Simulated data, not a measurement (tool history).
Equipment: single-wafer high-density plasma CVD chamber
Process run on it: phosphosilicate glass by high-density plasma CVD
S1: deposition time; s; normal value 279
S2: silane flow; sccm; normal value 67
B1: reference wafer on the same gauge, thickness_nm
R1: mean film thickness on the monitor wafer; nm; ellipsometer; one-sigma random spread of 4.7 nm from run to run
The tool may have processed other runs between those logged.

Run 1, hour 0.0: usual settings but S1 236 s, S2 57 sccm; B1 2132.556. Result: R1 1326.837 nm.
Run 2, hour 39.9: usual settings but S1 236 s, S2 57 sccm; B1 2128.041. Result: R1 1329.598 nm.
Run 3, hour 70.8: usual settings but S1 236 s, S2 57 sccm; B1 2127.397. Result: R1 1326.542 nm.
Run 4, hour 149.6: usual settings; B1 2128.233. Result: R1 1848.424 nm.
Run 5, hour 175.0: usual settings; B1 2130.332. Result: R1 1838.544 nm.
Run 6, hour 197.7: usual settings; B1 2128.676. Result: R1 1839.870 nm.
Run 7, hour 227.6: usual settings; B1 2129.860. Result: R1 1839.899 nm.
Run 8, hour 243.5: usual settings; B1 2131.513. Result: R1 1834.943 nm.
Run 9, hour 276.2: usual settings; B1 2129.404. Result: R1 1848.709 nm.
Run 10, hour 290.3: usual settings but S2 75 sccm; B1 2129.997. Result: R1 2059.402 nm.
Run 11, hour 310.0: usual settings but S2 60 sccm; B1 2130.258. Result: R1 1635.065 nm.
Run 12, hour 324.7: usual settings but S2 60 sccm; B1 2130.611. Result: R1 1645.191 nm.
Run 13, hour 411.0: usual settings but S1 254 s, S2 75 sccm; B1 2128.970. Result: R1 1867.543 nm.
Run 14, hour 454.3: usual settings but S1 254 s, S2 75 sccm; B1 2129.374. Result: R1 1862.837 nm.
Run 15, hour 477.0: usual settings but S1 254 s, S2 75 sccm; B1 2131.449. Result: R1 1869.884 nm.
Run 16, hour 512.2: usual settings but S1 265 s; B1 2129.420. Result: R1 1738.634 nm.
Run 17, hour 541.1: usual settings; B1 2126.785. Result: R1 1823.219 nm.
Run 18, hour 571.7: usual settings; B1 2130.210. Result: R1 1822.091 nm.
Run 19, hour 585.0: usual settings; B1 2132.039. Result: R1 1816.472 nm.
Run 20, hour 613.2: usual settings; B1 2128.548. Result: R1 1824.230 nm.
Run 21, hour 630.3: usual settings; B1 2131.479. Result: R1 1824.674 nm.
At hour 634.8: gauge calibrated.
Run 22, hour 687.4: usual settings but S1 255 s, S2 60 sccm; B1 2129.395. Result: R1 1492.881 nm.
Run 23, hour 709.2: usual settings but S1 229 s, S2 77 sccm; B1 2131.884. Result: R1 1721.494 nm.
Run 24, hour 740.5: usual settings but S1 334 s, S2 61 sccm; B1 2129.491. Result: R1 1984.937 nm.
Run 25, hour 761.8: usual settings but S1 296 s, S2 73 sccm; B1 2129.888. Result: R1 2107.728 nm.
Run 26, hour 786.5: usual settings but S1 321 s, S2 72 sccm; B1 2130.540. Result: R1 2248.974 nm.
Run 27, hour 831.6: usual settings but S1 334 s, S2 61 sccm; B1 2129.980. Result: R1 1978.272 nm.
Run 28, hour 863.6: usual settings but S1 304 s, S2 63 sccm; B1 2130.644. Result: R1 1861.406 nm.
Run 29, hour 892.7: usual settings; B1 2131.003. Result: R1 1821.491 nm.
At hour 917.9: silane flow controller replaced.
Run 30, hour 918.4: usual settings but S1 295 s, S2 72 sccm; B1 2132.421. Result: R1 2185.737 nm.
Run 31, hour 936.9: usual settings but S2 75 sccm; B1 2132.230. Result: R1 2160.735 nm.
Run 32, hour 966.7: usual settings; B1 2130.293. Result: R1 1920.892 nm.
Run 33, hour 985.4: usual settings but S1 307 s, S2 80 sccm; B1 2131.293. Result: R1 2532.893 nm.
Run 34, hour 1017.8: usual settings but S1 304 s, S2 78 sccm; B1 2127.784. Result: R1 2435.282 nm.
Run 35, hour 1049.4: usual settings but S1 255 s, S2 60 sccm; B1 2130.143. Result: R1 1581.052 nm.
Run 36, hour 1074.3: usual settings but S1 235 s, S2 74 sccm; B1 2130.778. Result: R1 1795.234 nm.
Run 37, hour 1105.8: usual settings but S1 313 s, S2 72 sccm; B1 2129.930. Result: R1 2313.068 nm.
Run 38, hour 1126.1: usual settings but S1 263 s, S2 57 sccm; B1 2130.484. Result: R1 1540.224 nm.
Run 39, hour 1150.4: usual settings but S1 324 s, S2 73 sccm; B1 2131.049. Result: R1 2431.353 nm.
Run 40, hour 1173.1: usual settings but S1 260 s, S2 60 sccm; B1 2130.700. Result: R1 1600.075 nm.
Run 41, hour 1207.0: usual settings but S2 57 sccm; B1 2130.789. Result: R1 1632.513 nm.
Run 42, hour 1239.9: usual settings but S1 304 s, S2 63 sccm; B1 2128.733. Result: R1 1966.850 nm.
Run 43, hour 1261.2: usual settings but S1 326 s, S2 60 sccm; B1 2130.089. Result: R1 2014.951 nm.
Run 44, hour 1275.8: usual settings but S2 73 sccm; B1 2129.450. Result: R1 2090.026 nm.
Run 45, hour 1295.6: usual settings but S1 223 s, S2 73 sccm; B1 2131.152. Result: R1 1670.013 nm.

5 ways to go on from here, each from the tool as it stands after run 45. What would each give?
Run A, hour 1296.1: usual settings; B1 ?. Result: R1 ?.
Run B, hour 1296.1: usual settings but S2 63 sccm; B1 ?. Result: R1 ?.
Run C, hour 1296.1: usual settings but S1 302 s; B1 ?. Result: R1 ?.
Run D, hour 1296.1: usual settings but S1 334 s, S2 79 sccm; B1 ?. Result: R1 ?.
Run E, hour 1296.1: usual settings but S1 253 s, S2 62 sccm; B1 ?. Result: R1 ?.

run        B1        R1
  A  2129.483  1917.603
  B  2129.483  1803.119
  C  2129.483  2075.685
  D  2129.483  2706.782
  E  2129.483  1609.133
What these runs would have given with no unlogged condition in the tool:
run        R1
  A  1934.568
  B  1819.072
  C  2094.049
  D  2730.729
  E  1623.369
